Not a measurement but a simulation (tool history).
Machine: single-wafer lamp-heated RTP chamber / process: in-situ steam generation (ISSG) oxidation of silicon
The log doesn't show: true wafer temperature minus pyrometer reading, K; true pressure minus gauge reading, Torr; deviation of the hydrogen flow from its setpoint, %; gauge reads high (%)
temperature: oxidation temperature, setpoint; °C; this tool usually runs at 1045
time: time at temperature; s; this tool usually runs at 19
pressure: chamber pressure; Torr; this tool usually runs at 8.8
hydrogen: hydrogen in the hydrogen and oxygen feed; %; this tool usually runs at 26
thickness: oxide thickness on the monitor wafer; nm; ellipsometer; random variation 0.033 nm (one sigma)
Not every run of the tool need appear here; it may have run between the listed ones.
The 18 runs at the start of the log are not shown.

run   hour  temperature  time  pressure  hydrogen  wafers since the last listed run  wafers since the last pyrometer calibration  hours since the pressure gauge was zeroed  hours since the hydrogen flow controller was replaced  hours since the gauge calibration  read-back reference wafer on the same gauge, thickness  thickness
 19  410.5         1035    16       9.5        26                               329                                         2301                                        153                                                   34.3                              505.5                                                   5.954      6.159
 20  444.8         1057    19       8.8        26                               354                                         2655                                      187.3                                                   68.6                              539.8                                                   5.966      7.587
 21  456.9         1045    19       8.8        26                               125                                         2781                                      199.4                                                   80.7                              551.9                                                   5.965      7.127
 22  471.1         1033    14      10.2        32                               146                                         2928                                      213.6                                                   94.9                              566.1                                                   5.952      5.917
 23  501.1         1045    16       7.8        32                               310                                         3238                                      243.6                                                  124.9                              596.1                                                    5.96      7.005
 24  520.5         1028    24      10.2        26                               200                                         3439                                        263                                                  144.3                              615.5                                                   5.971       7.24
 25  536.4         1045    19       7.8        18                               164                                         3603                                      278.9                                                  160.2                              631.4                                                   5.952      6.579
 26  558.1         1045    12       8.8        26                               224                                         3828                                      300.6                                                  181.9                              653.1                                                   5.963      5.663
     560.9  -- gauge calibrated
 27  578.9         1045    19       8.1        26                               215                                         4043                                      321.4                                                  202.7                                 18                                                   5.961      7.196
 28  605.5         1045    19       8.8        26                               275                                         4318                                        348                                                  229.3                               44.6                                                   5.968      7.149
       666  -- pyrometer window cleaned and pyrometer calibrated
 29  707.6         1045    19       8.8        26                               973                                          430                                      450.1                                                  331.4                              146.7                                                   5.965       7.04
 30  733.8         1056    19       8.8        26                               271                                          701                                      476.3                                                  357.6                              172.9                                                   5.956      7.446
 31  765.5         1045    17       9.8        30                               328                                         1029                                        508                                                  389.3                              204.6                                                   5.963      6.825

Alternative continuations, all from the tool just after run 31; predict every row:
  A  765.9         1045    19       9.4        26                                 4                                         1033                                      508.4                                                  389.7                                205                                                       ?          ?
  B  765.9         1045    19       8.8        32                                 4                                         1033                                      508.4                                                  389.7                                205                                                       ?          ?
  C  765.9         1045    26       8.3        26                                 4                                         1033                                      508.4                                                  389.7                                205                                                       ?          ?
  D  765.9         1045    19       8.8        17                                 4                                         1033                                      508.4                                                  389.7                                205                                                       ?          ?

run  read-back reference wafer on the same gauge, thickness  thickness
  A                                                   5.959      7.021
  B                                                   5.959      7.461
  C                                                   5.959      8.383
  D                                                   5.959      6.427
Without the tool's unlogged condition, the same runs would have read:
run  thickness
  A      6.914
  B      7.348
  C      8.247
  D      6.329

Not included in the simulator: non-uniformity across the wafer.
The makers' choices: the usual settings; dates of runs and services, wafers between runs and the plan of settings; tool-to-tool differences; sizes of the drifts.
